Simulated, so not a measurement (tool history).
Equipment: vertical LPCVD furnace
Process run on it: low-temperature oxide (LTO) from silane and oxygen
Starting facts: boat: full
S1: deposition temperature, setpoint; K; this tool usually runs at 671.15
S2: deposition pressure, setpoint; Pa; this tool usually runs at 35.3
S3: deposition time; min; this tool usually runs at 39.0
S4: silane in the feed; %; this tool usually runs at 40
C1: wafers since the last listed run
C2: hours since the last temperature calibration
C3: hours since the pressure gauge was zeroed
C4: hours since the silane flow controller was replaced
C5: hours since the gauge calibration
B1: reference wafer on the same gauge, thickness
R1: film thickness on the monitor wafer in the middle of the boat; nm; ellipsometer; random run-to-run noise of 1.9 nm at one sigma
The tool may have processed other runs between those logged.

| run | day | S1 | S2 | S3 | S4 | C1 | C2 | C3 | C4 | C5 | B1 | R1 |
|---|---|---|---|---|---|---|---|---|---|---|---|---|
| 1 | 0.000 | 671.15 | 35.3 | 39.0 | 40 | 0 | 2408.3 | 3570.6 | 3657.5 | 806.7 | 398.23 | 367.20 |
| 2 | 0.638 | 671.15 | 35.3 | 39.0 | 40 | 134 | 2423.6 | 3585.9 | 3672.8 | 822.0 | 398.53 | 368.96 |
| 3 | 1.217 | 671.15 | 35.3 | 39.0 | 40 | 122 | 2437.5 | 3599.8 | 3686.7 | 835.9 | 398.77 | 370.95 |
|  | 2.454 | pressure gauge zeroed |
| 4 | 2.475 | 671.15 | 35.3 | 39.0 | 45 | 54 | 2467.7 | 0.5 | 3716.9 | 866.1 | 398.64 | 426.50 |
|  | 2.650 | gauge calibrated |
| 5 | 2.725 | 671.15 | 35.3 | 39.0 | 37 | 52 | 2473.7 | 6.5 | 3722.9 | 1.8 | 409.98 | 348.77 |
| 6 | 4.075 | 671.15 | 35.3 | 39.0 | 37 | 285 | 2506.1 | 38.9 | 3755.3 | 34.2 | 408.84 | 345.53 |
| 7 | 5.408 | 671.15 | 35.3 | 39.0 | 37 | 281 | 2538.1 | 70.9 | 3787.3 | 66.2 | 407.01 | 343.49 |
|  | 9.512 | thermocouples replaced and temperature profile calibrated |
| 8 | 9.854 | 665.15 | 35.3 | 39.0 | 40 | 728 | 8.2 | 177.6 | 3894.0 | 172.9 | 403.58 | 350.07 |
| 9 | 11.096 | 665.15 | 35.3 | 39.0 | 40 | 262 | 38.0 | 207.4 | 3923.8 | 202.7 | 402.81 | 349.64 |
| 10 | 11.742 | 665.15 | 35.3 | 39.0 | 40 | 136 | 53.5 | 222.9 | 3939.3 | 218.2 | 402.45 | 349.32 |
| 11 | 12.854 | 671.15 | 35.3 | 39.0 | 40 | 235 | 80.2 | 249.6 | 3966.0 | 244.9 | 401.70 | 372.74 |
| 12 | 13.571 | 671.15 | 35.3 | 39.0 | 43 | 151 | 97.4 | 266.8 | 3983.2 | 262.1 | 401.59 | 402.12 |
| 13 | 14.442 | 671.15 | 43.3 | 39.0 | 37 | 184 | 118.3 | 287.7 | 4004.1 | 283.0 | 401.13 | 411.31 |
| 14 | 15.792 | 671.15 | 35.3 | 39.0 | 40 | 285 | 150.7 | 320.1 | 4036.5 | 315.4 | 400.54 | 373.38 |
| 15 | 16.554 | 671.15 | 35.3 | 39.0 | 40 | 161 | 169.0 | 338.4 | 4054.8 | 333.7 | 400.42 | 373.14 |
|  | 17.729 | silane flow controller replaced |
| 16 | 18.042 | 659.15 | 35.3 | 44.0 | 45 | 103 | 204.7 | 374.1 | 7.5 | 369.4 | 399.96 | 415.92 |
| 17 | 19.125 | 671.15 | 35.3 | 39.0 | 40 | 228 | 230.7 | 400.1 | 33.5 | 395.4 | 399.66 | 370.59 |
| 18 | 19.858 | 671.15 | 35.3 | 39.0 | 48 | 154 | 248.3 | 417.7 | 51.1 | 413.0 | 398.75 | 444.39 |
| 19 | 21.133 | 671.15 | 35.3 | 39.0 | 40 | 269 | 278.9 | 448.3 | 81.7 | 443.6 | 399.36 | 370.79 |
| 20 | 22.429 | 671.15 | 35.3 | 39.0 | 40 | 273 | 310.0 | 479.4 | 112.8 | 474.7 | 398.84 | 368.90 |
| 21 | 23.788 | 671.15 | 35.3 | 47.5 | 40 | 287 | 342.6 | 512.0 | 145.4 | 507.3 | 398.68 | 449.91 |
| 22 | 24.304 | 671.15 | 30.0 | 39.0 | 37 | 109 | 355.0 | 524.4 | 157.8 | 519.7 | 398.62 | 283.48 |
| 23 | 24.817 | 671.15 | 35.3 | 39.0 | 40 | 108 | 367.3 | 536.7 | 170.1 | 532.0 | 398.41 | 367.66 |
| 24 | 25.779 | 671.15 | 38.0 | 39.0 | 40 | 203 | 390.4 | 559.8 | 193.2 | 555.1 | 398.22 | 402.28 |
| 25 | 27.258 | 682.15 | 32.0 | 39.0 | 45 | 312 | 425.9 | 595.3 | 228.7 | 590.6 | 397.96 | 430.91 |
| 26 | 27.946 | 677.15 | 44.0 | 27.0 | 40 | 145 | 442.4 | 611.8 | 245.2 | 607.1 | 397.75 | 341.10 |
| 27 | 29.204 | 671.15 | 35.3 | 39.0 | 40 | 265 | 472.6 | 642.0 | 275.4 | 637.3 | 398.01 | 369.45 |
| 28 | 30.138 | 682.15 | 30.7 | 28.0 | 43 | 197 | 495.0 | 664.4 | 297.8 | 659.7 | 397.91 | 280.16 |
| 29 | 31.242 | 671.15 | 32.0 | 48.0 | 40 | 233 | 521.5 | 690.9 | 324.3 | 686.2 | 397.76 | 414.38 |
| 30 | 31.783 | 671.15 | 41.3 | 48.5 | 37 | 114 | 534.5 | 703.9 | 337.3 | 699.2 | 397.53 | 488.89 |
| 31 | 32.988 | 663.15 | 42.0 | 39.0 | 40 | 254 | 563.4 | 732.8 | 366.2 | 728.1 | 397.60 | 401.40 |
| 32 | 33.721 | 675.15 | 40.0 | 39.0 | 40 | 154 | 581.0 | 750.4 | 383.8 | 745.7 | 397.36 | 437.46 |

3 ways to go on from here, each from the tool as it stands after run 32. What would each give?
| A | 33.917 | 671.15 | 35.3 | 43.5 | 40 | 41 | 585.7 | 755.1 | 388.5 | 750.4 | ? | ? |
| B | 33.917 | 671.15 | 42.0 | 39.0 | 40 | 41 | 585.7 | 755.1 | 388.5 | 750.4 | ? | ? |
| C | 33.917 | 671.15 | 43.3 | 49.0 | 36 | 41 | 585.7 | 755.1 | 388.5 | 750.4 | ? | ? |

| run | B1 | R1 |
|---|---|---|
| A | 397.66 | 413.06 |
| B | 397.66 | 440.20 |
| C | 397.66 | 499.80 |
Without the tool's unlogged condition, the same runs would have read:
| run | R1 |
|---|---|
| A | 425.95 |
| B | 453.94 |
| C | 515.40 |
